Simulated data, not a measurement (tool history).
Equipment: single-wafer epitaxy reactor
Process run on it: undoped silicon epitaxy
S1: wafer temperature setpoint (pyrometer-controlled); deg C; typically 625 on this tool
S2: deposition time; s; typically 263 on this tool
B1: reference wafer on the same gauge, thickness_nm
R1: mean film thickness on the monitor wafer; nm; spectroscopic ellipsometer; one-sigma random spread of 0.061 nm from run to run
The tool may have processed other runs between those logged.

run 1 hour=0 | S1=625 S2=239 | B1=27.602 | R1=21.726
run 2 hour=53.8 | S1=625 S2=263 | B1=27.596 | R1=23.747
run 3 hour=114.7 | S1=625 S2=263 | B1=27.574 | R1=23.886
run 4 hour=186.2 | S1=625 S2=263 | B1=27.578 | R1=23.934
-- hour=234.1 gauge calibrated
run 5 hour=244 | S1=625 S2=232 | B1=27.592 | R1=21.168
run 6 hour=271.3 | S1=625 S2=232 | B1=27.585 | R1=21.112
run 7 hour=317.7 | S1=625 S2=298 | B1=27.609 | R1=27.138
run 8 hour=349.4 | S1=628 S2=237 | B1=27.618 | R1=22.998
run 9 hour=415.1 | S1=628 S2=237 | B1=27.557 | R1=22.941
run 10 hour=457.2 | S1=628 S2=237 | B1=27.616 | R1=23.135
run 11 hour=520.9 | S1=625 S2=263 | B1=27.608 | R1=24.166
run 12 hour=550.4 | S1=635 S2=263 | B1=27.592 | R1=29.489
run 13 hour=594.7 | S1=625 S2=263 | B1=27.61 | R1=24.108
run 14 hour=646.6 | S1=629 S2=223 | B1=27.606 | R1=22.218
run 15 hour=697.4 | S1=619 S2=263 | B1=27.606 | R1=21.273
run 16 hour=750.4 | S1=625 S2=212 | B1=27.604 | R1=19.379
run 17 hour=822.2 | S1=625 S2=235 | B1=27.591 | R1=21.696
-- hour=835 pyrometer calibrated
run 18 hour=867.3 | S1=633 S2=236 | B1=27.597 | R1=24.745
run 19 hour=936.8 | S1=625 S2=212 | B1=27.576 | R1=19.082
run 20 hour=976.5 | S1=620 S2=224 | B1=27.624 | R1=18.156
run 21 hour=1013.4 | S1=634 S2=293 | B1=27.592 | R1=31.418
-- hour=1038 gauge calibrated
run 22 hour=1082.8 | S1=613 S2=287 | B1=27.553 | R1=20.132
run 23 hour=1145.5 | S1=613 S2=245 | B1=27.606 | R1=17.25
run 24 hour=1184.3 | S1=620 S2=240 | B1=27.576 | R1=19.459
run 25 hour=1225 | S1=625 S2=241 | B1=27.587 | R1=21.64
run 26 hour=1359.5 | S1=619 S2=224 | B1=27.589 | R1=17.833
run 27 hour=1408.8 | S1=625 S2=263 | B1=27.592 | R1=23.557
run 28 hour=1436.3 | S1=633 S2=236 | B1=27.63 | R1=24.893
run 29 hour=1499.2 | S1=630 S2=214 | B1=27.643 | R1=21.275
run 30 hour=1565.3 | S1=610 S2=290 | B1=27.586 | R1=19.222

4 ways to go on from here, each from the tool as it stands after run 30. What would each give?
run A hour=1565.8 | S1=625 S2=307 | B1=? | R1=?
run B hour=1565.8 | S1=617 S2=306 | B1=? | R1=?
run C hour=1565.8 | S1=631 S2=220 | B1=? | R1=?
run D hour=1565.8 | S1=614 S2=307 | B1=? | R1=?

run=A B1=27.592 R1=27.571
run=B B1=27.592 R1=23.34
run=C B1=27.592 R1=22.294
run=D B1=27.592 R1=22.011
Take away the tool's hidden state, keep each run's random variation, and the runs would have read:
run=A R1=27.535
run=B R1=23.309
run=C R1=22.266
run=D R1=21.982
